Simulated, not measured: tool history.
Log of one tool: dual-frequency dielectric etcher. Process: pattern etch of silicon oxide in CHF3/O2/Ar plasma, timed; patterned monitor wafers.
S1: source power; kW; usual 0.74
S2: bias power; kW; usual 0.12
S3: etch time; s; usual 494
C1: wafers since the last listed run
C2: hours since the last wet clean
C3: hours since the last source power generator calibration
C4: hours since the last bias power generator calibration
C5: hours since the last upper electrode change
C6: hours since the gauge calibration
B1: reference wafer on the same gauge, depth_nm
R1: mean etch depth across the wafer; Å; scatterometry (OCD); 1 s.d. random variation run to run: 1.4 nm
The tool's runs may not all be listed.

run,day,S1,S2,S3,C1,C2,C3,C4,C5,C6,B1,R1
1,0,0.74,0.12,494,0,387.8,3178.4,2899.3,4395,64,948.3,9007
2,0.592,0.74,0.12,494,28,402,3192.6,2913.5,4409.2,78.2,947.9,8975
3,0.938,0.74,0.12,494,16,410.3,3200.9,2921.8,4417.5,86.5,948,8967
4,1.488,0.74,0.12,494,26,423.5,3214.1,2935,4430.7,99.7,947.4,9008
5,1.779,0.74,0.12,494,14,430.5,3221.1,2942,4437.7,106.7,948.1,8951
6,2.092,0.74,0.12,494,15,438,3228.6,2949.5,4445.2,114.2,947.7,8976
7,3.95,0.74,0.12,494,90,482.6,3273.2,2994.1,4489.8,158.8,948.1,8930
# day 4.575: source power generator calibrated
# day 5.188: wet clean of the chamber
8,5.208,0.74,0.12,494,23,0.5,15.2,3024.3,4520,189,948,9153
9,5.229,0.74,0.12,494,1,1,15.7,3024.8,4520.5,189.5,948.2,9141
# day 6.358: upper electrode replaced
10,6.379,0.74,0.12,494,7,28.6,43.3,3052.4,0.5,217.1,948.2,9115
11,6.4,0.74,0.12,391,1,29.1,43.8,3052.9,1,217.6,948.1,7219
12,6.421,0.63,0.12,494,1,29.6,44.3,3053.4,1.5,218.1,948.5,8723
13,6.575,0.63,0.12,494,7,33.3,48,3057.1,5.2,221.8,947.6,8707
14,7.008,0.67,0.092,494,21,43.7,58.4,3067.5,15.6,232.2,947.8,8082
15,7.496,0.74,0.12,432.5,23,55.4,70.1,3079.2,27.3,243.9,947.4,7960
# day 7.929: gauge calibrated
16,7.962,0.79,0.138,441,22,66.6,81.3,3090.4,38.5,0.8,947.8,8709
17,8.396,0.59,0.149,596.5,21,77,91.7,3100.8,48.9,11.2,948.3,11114
18,8.971,0.74,0.12,494,27,90.8,105.5,3114.6,62.7,25,948.1,9073
# day 9.296: bias power generator calibrated
19,9.671,0.74,0.12,550,25,107.6,122.3,9,79.5,41.8,948,10113
20,10.175,0.82,0.093,611,24,119.7,134.4,21.1,91.6,53.9,947.6,10584
21,10.9,0.74,0.12,494,35,137.1,151.8,38.5,109,71.3,948,9080
22,11.454,0.74,0.09,494,26,150.4,165.1,51.8,122.3,84.6,948,8189
23,12.004,0.74,0.12,494,26,163.6,178.3,65,135.5,97.8,948.1,9058
24,12.433,0.89,0.098,628.5,20,173.9,188.6,75.3,145.8,108.1,948,11349

Estimate the outcome of run 25 from the log above:
25,12.75,0.56,0.149,586,15,181.5,196.2,82.9,153.4,115.7,?,?

For run 25 the tool returned B1 948.1, R1 10747 Å.
Without the tool's hidden state the same run would have given R1 10879 Å.
